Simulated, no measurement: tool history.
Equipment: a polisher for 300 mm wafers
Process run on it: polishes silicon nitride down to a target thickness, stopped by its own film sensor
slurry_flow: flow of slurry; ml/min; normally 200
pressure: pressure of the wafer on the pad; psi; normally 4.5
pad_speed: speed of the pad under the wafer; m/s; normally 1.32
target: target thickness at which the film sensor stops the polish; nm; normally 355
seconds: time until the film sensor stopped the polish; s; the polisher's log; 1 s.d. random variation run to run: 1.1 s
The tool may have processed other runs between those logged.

run     day  slurry_flow  pressure  pad_speed  target  wafers since the last listed run  wafers polished on this pad  hours since the slurry nozzle was cleaned  hours since the head pressure was calibrated  incoming thickness of the incoming film, nm  seconds
  1   0.000          200       4.5       1.54     355                                 0                         1147                                      206.3                                         113.5                                        564.1     83.5
  2   1.329          200       4.5       1.54     355                               348                         1495                                      238.2                                         145.4                                        562.8     84.6
      1.558  -- worn pad replaced by a new one
      2.267  -- slurry nozzle cleaned
  3   5.600          200       4.5       1.32     355                              1064                         1048                                       80.0                                         247.9                                        556.7     91.1
  4   6.950          200       4.5       1.32     355                               353                         1402                                      112.4                                         280.3                                        554.6     93.1
  5   7.688          155       4.5       1.32     355                               193                         1596                                      130.1                                         298.0                                        569.7    101.7
      8.117  -- worn pad replaced by a new one
  6   8.462          155       4.5       1.32     355                               159                           90                                      148.7                                         316.6                                        564.1    101.4
  7   9.488          200       4.5       1.32     355                               268                          359                                      173.3                                         341.2                                        563.6     93.4
  8  10.542          200       4.5       1.32     355                               276                          635                                      198.6                                         366.5                                        564.8     96.4
  9  11.950          180       4.5       1.32     355                               369                         1004                                      232.4                                         400.3                                        567.1     99.6
     13.050  -- slurry nozzle cleaned
 10  13.071          200       4.5       1.44     355                               282                         1287                                        0.5                                         427.2                                        557.3     89.0
 11  13.946          200       4.5       1.44     355                               229                         1517                                       21.5                                         448.2                                        560.1     90.4
     14.275  -- worn pad replaced by a new one
 12  14.946          200       4.5       1.44     355                               218                          175                                       45.5                                         472.2                                        562.4     92.9
     15.354  -- head pressure recalibrated
 13  15.588          200       4.5       1.32     355                               146                          321                                       60.9                                           5.6                                        566.9     94.2
 14  16.504          200       4.5       1.32     355                               240                          562                                       82.9                                          27.6                                        567.8     92.6
 15  18.492          245       4.5       0.98     309                               521                         1083                                      130.6                                          75.3                                        568.5    140.2
 16  19.142          200       5.2       1.14     355                               170                         1253                                      146.2                                          90.9                                        549.4     87.8
 17  19.679          175       4.5       1.32     355                               140                         1394                                      159.1                                         103.8                                        563.9     93.5
     20.283  -- worn pad replaced by a new one
 18  20.954          200       4.5       1.04     355                               290                          175                                      189.7                                         134.4                                        559.3    107.1
 19  22.200          225       4.5       1.76     355                               326                          502                                      219.6                                         164.3                                        563.4     72.7
 20  22.779          200       4.5       1.32     355                               151                          654                                      233.5                                         178.2                                        558.2     89.9
     23.438  -- slurry nozzle cleaned
 21  23.883          200       5.5       1.02     355                               278                          932                                       10.7                                         204.7                                        562.1     95.8
 22  24.675          200       4.5       1.32     355                               207                         1140                                       29.7                                         223.7                                        563.6     92.3
 23  25.388          200       4.5       1.32     355                               186                         1326                                       46.8                                         240.8                                        562.4     93.9
 24  26.808          200       4.5       1.14     355                               372                         1699                                       80.9                                         274.9                                        557.8     99.7
     27.488  -- worn pad replaced by a new one
 25  27.508          200       4.5       1.32     355                               139                            5                                       97.7                                         291.7                                        556.8     93.3
 26  28.521          200       4.5       1.54     355                               265                          271                                      122.0                                         316.0                                        568.3     86.6
 27  29.912          200       4.5       1.32     293                               364                          636                                      155.4                                         349.4                                        549.4    117.4
 28  33.229          200       4.0       1.32     373                               869                         1505                                      235.0                                         429.0                                        551.9     86.7
     33.746  -- worn pad replaced by a new one
 29  33.767          200       4.5       1.32     301                                97                            5                                      247.9                                         441.9                                        552.9    115.7

Each row is a separate what-if for the run after 29, all from the same tool condition, not one after another. Results?
  A  33.788          200       4.5       1.32     416                                 5                           11                                      248.4                                         442.4                                        554.7        ?
  B  33.788          230       4.5       1.44     355                                 5                           11                                      248.4                                         442.4                                        554.7        ?
  C  33.788          250       3.1       1.00     386                                 5                           11                                      248.4                                         442.4                                        554.7        ?

run  seconds
  A     63.1
  B     84.0
  C    112.5
With no hidden state in the tool, these same runs would have given:
run  seconds
  A     60.9
  B     81.1
  C    108.7

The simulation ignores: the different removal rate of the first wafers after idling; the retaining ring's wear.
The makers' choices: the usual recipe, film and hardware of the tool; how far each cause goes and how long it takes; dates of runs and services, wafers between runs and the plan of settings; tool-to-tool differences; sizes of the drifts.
